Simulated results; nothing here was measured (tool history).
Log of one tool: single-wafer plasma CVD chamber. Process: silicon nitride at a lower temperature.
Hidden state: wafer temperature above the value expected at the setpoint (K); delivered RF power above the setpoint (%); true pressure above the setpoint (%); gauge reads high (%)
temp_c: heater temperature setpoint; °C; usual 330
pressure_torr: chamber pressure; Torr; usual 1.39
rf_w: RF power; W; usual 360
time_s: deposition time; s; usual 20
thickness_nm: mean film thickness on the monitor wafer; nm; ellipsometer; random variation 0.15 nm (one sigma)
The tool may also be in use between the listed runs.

run,hour,temp_c,pressure_torr,rf_w,time_s,wafers since the last listed run,hours since the last thermocouple change,hours since the last RF generator calibration,hours since the last manometer calibration,hours since the showerhead was replaced,hours since the gauge calibration,"read-back reference wafer on the same gauge, thickness_nm",thickness_nm
1,0,330,1.39,360,20,0,1634.5,1295.5,888.6,7214.9,8.1,26.916,26.772
2,36,330,1.39,360,20,1123,1670.5,1331.5,924.6,7250.9,44.1,26.891,26.883
3,53.1,330,1.39,360,20,533,1687.6,1348.6,941.7,7268,61.2,26.91,26.797
4,81.7,330,1.39,360,20,892,1716.2,1377.2,970.3,7296.6,89.8,26.982,26.393
5,125.7,330,1.39,360,20,1373,1760.2,1421.2,1014.3,7340.6,133.8,26.929,26.799
6,150.9,330,1.39,360,20,786,1785.4,1446.4,1039.5,7365.8,159,26.829,26.93
7,180.2,330,1.39,360,20,914,1814.7,1475.7,1068.8,7395.1,188.3,26.884,26.694
8,209.3,330,1.39,360,20,908,1843.8,1504.8,1097.9,7424.2,217.4,26.922,26.65
9,240.7,330,1.39,360,20,980,1875.2,1536.2,1129.3,7455.6,248.8,26.93,26.8
10,261.1,330,1.39,310,20,636,1895.6,1556.6,1149.7,7476,269.2,26.901,24.202
11,275.4,330,1.39,310,20,446,1909.9,1570.9,1164,7490.3,283.5,26.961,24.467
12,293.3,330,1.39,360,22.1,558,1927.8,1588.8,1181.9,7508.2,301.4,26.876,29.292
# hour 320.7: showerhead replaced
13,323.4,330,1.39,360,22.1,689,1957.9,1618.9,1212,2.7,331.5,26.854,29.228
14,369.7,330,1.39,360,20,1445,2004.2,1665.2,1258.3,49,377.8,26.893,26.513
# hour 394.4: thermocouple changed; heater temperature recalibrated
15,403.1,317,1.39,360,16.8,793,8.7,1698.6,1291.7,82.4,411.2,26.919,22.573
16,507.2,330,1.54,360,20,3250,112.8,1802.7,1395.8,186.5,515.3,26.847,27.452
# hour 554.7: RF generator calibrated
# hour 596.5: gauge calibrated
17,599.7,330,1.39,360,20,2638,205.3,45,1488.3,279,3.2,26.843,26.522
# hour 616.4: capacitance manometer re-zeroed and calibrated
18,622.2,330,1.39,385,21.1,452,227.8,67.5,5.8,301.5,25.7,26.889,29.476
19,664.9,338,1.25,400,16.2,1333,270.5,110.2,48.5,344.2,68.4,26.893,22.263
20,679.2,330,1.39,360,20,446,284.8,124.5,62.8,358.5,82.7,26.871,26.516
21,710.1,330,1.39,360,20,964,315.7,155.4,93.7,389.4,113.6,26.902,26.706
22,727.3,330,1.39,360,20,537,332.9,172.6,110.9,406.6,130.8,26.928,26.701
23,792.2,334,1.55,325,23.9,2026,397.8,237.5,175.8,471.5,195.7,26.897,30.778
24,822.6,330,1.39,360,20,949,428.2,267.9,206.2,501.9,226.1,26.895,26.779
25,837.8,330,1.39,385,20,474,443.4,283.1,221.4,517.1,241.3,26.93,27.912
26,863.2,338,1.52,320,20,793,468.8,308.5,246.8,542.5,266.7,26.927,25.544
27,883,343,1.26,430,18.8,618,488.6,328.3,266.6,562.3,286.5,26.894,27.15
28,900.3,325,1.39,360,20,540,505.9,345.6,283.9,579.6,303.8,26.885,26.819
29,920.1,343,1.08,310,20,618,525.7,365.4,303.7,599.4,323.6,26.884,22.63

Forecast each of these 4 alternatives for the next run:
A,920.5,330,1.39,360,20,12,526.1,365.8,304.1,599.8,324,?,?
B,920.5,337,1.2,360,20,12,526.1,365.8,304.1,599.8,324,?,?
C,920.5,319,1.39,360,16.7,12,526.1,365.8,304.1,599.8,324,?,?
D,920.5,330,1.39,400,19,12,526.1,365.8,304.1,599.8,324,?,?

run,"read-back reference wafer on the same gauge, thickness_nm",thickness_nm
A,26.891,26.545
B,26.891,25.474
C,26.891,22.261
D,26.891,26.937
Without the tool's hidden state the same runs would have given:
run,thickness_nm
A,26.545
B,25.474
C,22.261
D,26.937
